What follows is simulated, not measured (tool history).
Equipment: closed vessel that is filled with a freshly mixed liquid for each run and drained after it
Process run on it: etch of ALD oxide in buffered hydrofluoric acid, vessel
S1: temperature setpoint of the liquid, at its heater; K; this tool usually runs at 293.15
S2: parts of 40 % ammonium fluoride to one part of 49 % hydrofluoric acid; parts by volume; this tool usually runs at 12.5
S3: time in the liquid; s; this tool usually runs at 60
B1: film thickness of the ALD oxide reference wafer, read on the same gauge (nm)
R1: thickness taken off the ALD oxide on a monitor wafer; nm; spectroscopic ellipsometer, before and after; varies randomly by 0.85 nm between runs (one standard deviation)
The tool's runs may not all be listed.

Run 1, hour 0: usual settings but S2 9.5 parts by volume; B1 90.01. Result: R1 137.79 nm.
Run 2, hour 33: usual settings but S2 9.5 parts by volume; B1 89.98. Result: R1 134.79 nm.
Run 3, hour 56.6: usual settings; B1 90. Result: R1 104.7 nm.
Run 4, hour 79.4: usual settings; B1 90.01. Result: R1 105.25 nm.
Run 5, hour 105.3: usual settings but S3 50 s; B1 90.02. Result: R1 88.23 nm.
Run 6, hour 140: usual settings but S3 50 s; B1 90.03. Result: R1 86.68 nm.
At hour 159.8: hydrofluoric acid flow meter replaced.
Run 7, hour 169.3: usual settings but S3 50 s; B1 90.01. Result: R1 100.51 nm.
Run 8, hour 199.4: usual settings; B1 89.98. Result: R1 118.58 nm.
Run 9, hour 221.5: usual settings; B1 90. Result: R1 120.23 nm.
At hour 241.3: gauge calibrated.
Run 10, hour 245.9: usual settings; B1 90. Result: R1 118.61 nm.
Run 11, hour 275.7: usual settings; B1 89.99. Result: R1 119.51 nm.
Run 12, hour 305.6: usual settings; B1 90.02. Result: R1 120.39 nm.
Run 13, hour 331.3: usual settings; B1 90.02. Result: R1 118.28 nm.
Run 14, hour 345.5: usual settings; B1 90. Result: R1 119.29 nm.
Run 15, hour 365: usual settings; B1 89.98. Result: R1 119.73 nm.
Run 16, hour 385.7: usual settings but S2 9 parts by volume; B1 89.99. Result: R1 160.34 nm.
Run 17, hour 411.4: usual settings but S3 35 s; B1 90. Result: R1 68.49 nm.
Run 18, hour 431: usual settings but S1 297.65 K, S2 11 parts by volume; B1 90.02. Result: R1 171.45 nm.
Run 19, hour 459.7: usual settings but S2 10 parts by volume, S3 35 s; B1 89.98. Result: R1 85.31 nm.
Run 20, hour 494.3: usual settings but S1 295.65 K, S3 45 s; B1 90.01. Result: R1 100.93 nm.
Run 21, hour 528.9: usual settings but S2 11 parts by volume; B1 90.01. Result: R1 131.81 nm.
Run 22, hour 559.9: usual settings but S1 296.15 K; B1 89.99. Result: R1 139.14 nm.
Run 23, hour 575.6: usual settings but S3 90 s; B1 89.99. Result: R1 175.62 nm.
Run 24, hour 589.2: usual settings but S1 291.65 K, S2 10.5 parts by volume, S3 40 s; B1 90.01. Result: R1 84.82 nm.
At hour 603.6: thermometer replaced.
Run 25, hour 623.6: usual settings but S1 294.65 K, S2 10 parts by volume, S3 80 s; B1 90.03. Result: R1 211.26 nm.
Run 26, hour 647.8: usual settings but S1 290.15 K, S2 10 parts by volume; B1 90.01. Result: R1 122.78 nm.

What does the tool deliver on the next run?
Run 27, hour 677.9: usual settings; B1 ?. Result: R1 ?.

Logged for run 27: B1 90, R1 116.37 nm.
Without the tool's hidden state the same run would have given R1 121.1 nm.
